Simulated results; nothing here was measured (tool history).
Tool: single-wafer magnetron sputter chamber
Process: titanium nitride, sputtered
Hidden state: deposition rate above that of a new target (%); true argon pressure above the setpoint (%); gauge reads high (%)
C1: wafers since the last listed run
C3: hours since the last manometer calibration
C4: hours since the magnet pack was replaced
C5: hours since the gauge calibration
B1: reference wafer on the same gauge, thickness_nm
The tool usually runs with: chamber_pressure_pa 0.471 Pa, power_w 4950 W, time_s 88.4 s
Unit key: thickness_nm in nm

{"run": 1, "hour": 0.0, "chamber_pressure_pa": 0.551, "power_w": 4950, "time_s": 88.4, "C1": 0, "wafers on the sputter target": 2819, "C3": 983.5, "C4": 6652.7, "C5": 713.4, "B1": 61.589, "thickness_nm": 72.622}
{"run": 2, "hour": 49.0, "chamber_pressure_pa": 0.551, "power_w": 4950, "time_s": 88.4, "C1": 785, "wafers on the sputter target": 3605, "C3": 1032.5, "C4": 6701.7, "C5": 762.4, "B1": 61.587, "thickness_nm": 72.576}
{"run": 3, "hour": 89.0, "chamber_pressure_pa": 0.551, "power_w": 4950, "time_s": 88.4, "C1": 641, "wafers on the sputter target": 4247, "C3": 1072.5, "C4": 6741.7, "C5": 802.4, "B1": 61.596, "thickness_nm": 72.936}
{"run": 4, "hour": 121.4, "chamber_pressure_pa": 0.532, "power_w": 4950, "time_s": 88.4, "C1": 519, "wafers on the sputter target": 4766, "C3": 1104.9, "C4": 6774.1, "C5": 834.8, "B1": 61.599, "thickness_nm": 72.876}
{"run": 5, "hour": 180.7, "chamber_pressure_pa": 0.532, "power_w": 4950, "time_s": 88.4, "C1": 951, "wafers on the sputter target": 5717, "C3": 1164.2, "C4": 6833.4, "C5": 894.1, "B1": 61.631, "thickness_nm": 72.948}
{"run": 6, "hour": 217.9, "chamber_pressure_pa": 0.471, "power_w": 4950, "time_s": 94.2, "C1": 596, "wafers on the sputter target": 6314, "C3": 1201.4, "C4": 6870.6, "C5": 931.3, "B1": 61.607, "thickness_nm": 78.865}
{"run": 7, "hour": 253.6, "chamber_pressure_pa": 0.471, "power_w": 4950, "time_s": 94.2, "C1": 572, "wafers on the sputter target": 6886, "C3": 1237.1, "C4": 6906.3, "C5": 967, "B1": 61.584, "thickness_nm": 78.409}
{"run": 8, "hour": 280.9, "chamber_pressure_pa": 0.471, "power_w": 4950, "time_s": 94.2, "C1": 437, "wafers on the sputter target": 7324, "C3": 1264.4, "C4": 6933.6, "C5": 994.3, "B1": 61.587, "thickness_nm": 78.508}
{"run": 9, "hour": 310.6, "chamber_pressure_pa": 0.61, "power_w": 4950, "time_s": 88.4, "C1": 476, "wafers on the sputter target": 7800, "C3": 1294.1, "C4": 6963.3, "C5": 1024, "B1": 61.579, "thickness_nm": 72.14}
{"hour": 334.7, "done": "sputter target and shields replaced"}
{"run": 10, "hour": 372.2, "chamber_pressure_pa": 0.61, "power_w": 4950, "time_s": 88.4, "C1": 859, "wafers on the sputter target": 601, "C3": 1355.7, "C4": 7024.9, "C5": 1085.6, "B1": 61.61, "thickness_nm": 72.03}
{"run": 11, "hour": 411.3, "chamber_pressure_pa": 0.61, "power_w": 4950, "time_s": 88.4, "C1": 627, "wafers on the sputter target": 1228, "C3": 1394.8, "C4": 7064, "C5": 1124.7, "B1": 61.598, "thickness_nm": 72.019}
{"hour": 448.4, "done": "capacitance manometer re-zeroed and calibrated"}
{"run": 12, "hour": 448.9, "chamber_pressure_pa": 0.471, "power_w": 4950, "time_s": 88.4, "C1": 474, "wafers on the sputter target": 1702, "C3": 0.5, "C4": 7101.6, "C5": 1162.3, "B1": 61.622, "thickness_nm": 73.958}
{"run": 13, "hour": 483.9, "chamber_pressure_pa": 0.471, "power_w": 4950, "time_s": 88.4, "C1": 561, "wafers on the sputter target": 2264, "C3": 35.5, "C4": 7136.6, "C5": 1197.3, "B1": 61.606, "thickness_nm": 73.884}
{"run": 14, "hour": 527.7, "chamber_pressure_pa": 0.471, "power_w": 4950, "time_s": 88.4, "C1": 702, "wafers on the sputter target": 2966, "C3": 79.3, "C4": 7180.4, "C5": 1241.1, "B1": 61.602, "thickness_nm": 73.887}
{"hour": 540.3, "done": "gauge calibrated"}
{"run": 15, "hour": 585.4, "chamber_pressure_pa": 0.471, "power_w": 4950, "time_s": 88.4, "C1": 925, "wafers on the sputter target": 3892, "C3": 137, "C4": 7238.1, "C5": 45.1, "B1": 61.584, "thickness_nm": 73.792}
{"run": 16, "hour": 627.1, "chamber_pressure_pa": 0.415, "power_w": 4950, "time_s": 99.3, "C1": 668, "wafers on the sputter target": 4560, "C3": 178.7, "C4": 7279.8, "C5": 86.8, "B1": 61.624, "thickness_nm": 83.936}
{"run": 17, "hour": 674.9, "chamber_pressure_pa": 0.288, "power_w": 4950, "time_s": 94.3, "C1": 766, "wafers on the sputter target": 5327, "C3": 226.5, "C4": 7327.6, "C5": 134.6, "B1": 61.601, "thickness_nm": 81.025}
{"run": 18, "hour": 711.6, "chamber_pressure_pa": 0.644, "power_w": 3850, "time_s": 105.5, "C1": 588, "wafers on the sputter target": 5915, "C3": 263.2, "C4": 7364.3, "C5": 171.3, "B1": 61.605, "thickness_nm": 66.291}
{"hour": 728.0, "done": "sputter target and shields replaced"}
{"run": 19, "hour": 774.2, "chamber_pressure_pa": 0.471, "power_w": 4950, "time_s": 88.4, "C1": 875, "wafers on the sputter target": 741, "C3": 325.8, "C4": 7426.9, "C5": 233.9, "B1": 61.567, "thickness_nm": 73.987}
{"run": 20, "hour": 814.0, "chamber_pressure_pa": 0.317, "power_w": 5450, "time_s": 88.4, "C1": 638, "wafers on the sputter target": 1379, "C3": 365.6, "C4": 7466.7, "C5": 273.7, "B1": 61.612, "thickness_nm": 83.521}
{"hour": 824.9, "done": "magnet pack replaced"}
{"run": 21, "hour": 876.7, "chamber_pressure_pa": 0.471, "power_w": 4950, "time_s": 88.4, "C1": 877, "wafers on the sputter target": 2256, "C3": 428.3, "C4": 51.8, "C5": 336.4, "B1": 61.616, "thickness_nm": 73.844}
{"run": 22, "hour": 902.6, "chamber_pressure_pa": 0.607, "power_w": 4100, "time_s": 88.4, "C1": 415, "wafers on the sputter target": 2672, "C3": 454.2, "C4": 77.7, "C5": 362.3, "B1": 61.643, "thickness_nm": 59.496}
{"run": 23, "hour": 969.0, "chamber_pressure_pa": 0.471, "power_w": 4950, "time_s": 73.8, "C1": 1064, "wafers on the sputter target": 3736, "C3": 520.6, "C4": 144.1, "C5": 428.7, "B1": 61.603, "thickness_nm": 61.65}
{"run": 24, "hour": 1030.2, "chamber_pressure_pa": 0.471, "power_w": 4500, "time_s": 104.3, "C1": 981, "wafers on the sputter target": 4718, "C3": 581.8, "C4": 205.3, "C5": 489.9, "B1": 61.607, "thickness_nm": 79.036}
{"run": 25, "hour": 1092.0, "chamber_pressure_pa": 0.471, "power_w": 4500, "time_s": 97.4, "C1": 991, "wafers on the sputter target": 5709, "C3": 643.6, "C4": 267.1, "C5": 551.7, "B1": 61.599, "thickness_nm": 74.119}
{"hour": 1168.2, "done": "sputter target and shields replaced"}
{"run": 26, "hour": 1280.7, "chamber_pressure_pa": 0.471, "power_w": 6100, "time_s": 81.7, "C1": 2897, "wafers on the sputter target": 1804, "C3": 832.3, "C4": 455.8, "C5": 740.4, "B1": 61.597, "thickness_nm": 83.921}
{"run": 27, "hour": 1309.5, "chamber_pressure_pa": 0.471, "power_w": 4950, "time_s": 88.4, "C1": 461, "wafers on the sputter target": 2266, "C3": 861.1, "C4": 484.6, "C5": 769.2, "B1": 61.582, "thickness_nm": 73.803}
{"run": 28, "hour": 1345.9, "chamber_pressure_pa": 0.629, "power_w": 3750, "time_s": 96.7, "C1": 583, "wafers on the sputter target": 2850, "C3": 897.5, "C4": 521, "C5": 805.6, "B1": 61.592, "thickness_nm": 59.321}
{"run": 29, "hour": 1396.6, "chamber_pressure_pa": 0.471, "power_w": 4950, "time_s": 105.9, "C1": 813, "wafers on the sputter target": 3663, "C3": 948.2, "C4": 571.7, "C5": 856.3, "B1": 61.602, "thickness_nm": 88.311}
{"run": 30, "hour": 1458.3, "chamber_pressure_pa": 0.471, "power_w": 4950, "time_s": 88.4, "C1": 989, "wafers on the sputter target": 4653, "C3": 1009.9, "C4": 633.4, "C5": 918, "B1": 61.6, "thickness_nm": 73.713}

Run-by-run hidden state of the tool:
deposition rate above that of a new target (%): 0 across all the runs
true argon pressure above the setpoint (%): 0 across all the runs
gauge reads high (%): 0 across all the runs
